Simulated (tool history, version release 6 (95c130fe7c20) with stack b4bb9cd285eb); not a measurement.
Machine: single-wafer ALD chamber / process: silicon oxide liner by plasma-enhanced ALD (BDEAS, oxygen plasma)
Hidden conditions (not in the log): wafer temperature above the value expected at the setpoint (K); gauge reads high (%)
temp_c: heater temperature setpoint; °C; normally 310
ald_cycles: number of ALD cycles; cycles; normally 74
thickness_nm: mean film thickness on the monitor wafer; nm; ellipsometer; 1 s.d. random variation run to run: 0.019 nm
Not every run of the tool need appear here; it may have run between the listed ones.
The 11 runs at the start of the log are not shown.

run    hour  temp_c  ald_cycles  wafers since the last listed run  hours since the last thermocouple change  hours since the gauge calibration  read-back reference wafer on the same gauge, thickness_nm  thickness_nm
 12   950.0     310          74                               447                                    1071.5                             1945.0                                                      8.122         7.642
 13  1057.6     319          74                               693                                    1179.1                             2052.6                                                      8.124         7.561
     1104.9  -- thermocouple changed; heater temperature recalibrated
 14  1159.5     319          74                               604                                      54.6                             2154.5                                                      8.129         7.546
 15  1217.9     310          74                               376                                     113.0                             2212.9                                                      8.120         7.649
 16  1282.9     310          74                               418                                     178.0                             2277.9                                                      8.111         7.626
 17  1493.5     302          78                              1356                                     388.6                             2488.5                                                      8.125         8.103
 18  1568.7     310          74                               484                                     463.8                             2563.7                                                      8.113         7.614
 19  1611.6     324          79                               276                                     506.7                             2606.6                                                      8.123         7.977
 20  1696.1     303          64                               544                                     591.2                             2691.1                                                      8.121         6.634
 21  1799.2     318          62                               664                                     694.3                             2794.2                                                      8.123         6.312
 22  1855.5     300          69                               362                                     750.6                             2850.5                                                      8.124         7.217
 23  1962.2     310          74                               687                                     857.3                             2957.2                                                      8.118         7.604
 24  2058.2     310          74                               618                                     953.3                             3053.2                                                      8.120         7.616
 25  2122.8     310          80                               416                                    1017.9                             3117.8                                                      8.121         8.242
 26  2199.3     310          88                               492                                    1094.4                             3194.3                                                      8.120         9.082
 27  2256.7     305          67                               369                                    1151.8                             3251.7                                                      8.125         6.918
     2314.5  -- gauge calibrated
 28  2318.7     310          74                               399                                    1213.8                                4.2                                                      8.123         7.644
     2346.0  -- thermocouple changed; heater temperature recalibrated
 29  2422.9     310          74                               619                                      76.9                              108.4                                                      8.122         7.591

Predict the results of run 30:
 30  2514.8     324          69                               592                                     168.8                              200.3                                                          ?             ?

{"run 30": {"read-back reference wafer on the same gauge, thickness_nm": 8.127, "thickness_nm": 6.99}}
Minus the tool's unlogged condition, the same run would have read thickness_nm 6.990 nm.

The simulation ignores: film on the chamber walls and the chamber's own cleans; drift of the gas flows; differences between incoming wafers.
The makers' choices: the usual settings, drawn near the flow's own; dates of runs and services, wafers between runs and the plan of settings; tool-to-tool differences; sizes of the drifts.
